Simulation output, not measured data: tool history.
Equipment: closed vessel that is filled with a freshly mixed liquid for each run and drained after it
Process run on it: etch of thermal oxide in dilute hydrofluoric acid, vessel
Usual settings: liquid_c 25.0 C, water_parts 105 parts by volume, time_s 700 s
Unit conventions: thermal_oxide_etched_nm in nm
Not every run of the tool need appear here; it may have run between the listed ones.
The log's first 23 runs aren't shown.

run	hour	liquid_c	water_parts	time_s	read-back film thickness of the thermal oxide reference wafer, read on the same gauge (nm)	thermal_oxide_etched_nm
24	658.4	28.5	105	375	139.98	20.96
25	675.1	25.0	105	700	139.99	34.29
26	688.6	25.0	75	590	140.02	41.96
27	701.0	25.0	105	910	140.01	44.18
28	733.1	25.0	105	700	140.02	34.38
29	758.5	25.0	120	440	140.00	18.37
30	773.1	29.0	85	510	140.03	37.08
31	796.3	27.5	80	1080	140.03	78.63
32	852.8	22.5	140	1000	139.98	31.87

Forecast run 33:
33	872.2	23.0	105	955	?	?

Run 33 gave read-back film thickness of the thermal oxide reference wafer, read on the same gauge (nm) 140.01, thermal_oxide_etched_nm 43.50 nm.
Take away the tool's hidden state, keep the run-to-run variation as it was, and the same run would have given thermal_oxide_etched_nm 42.92 nm.
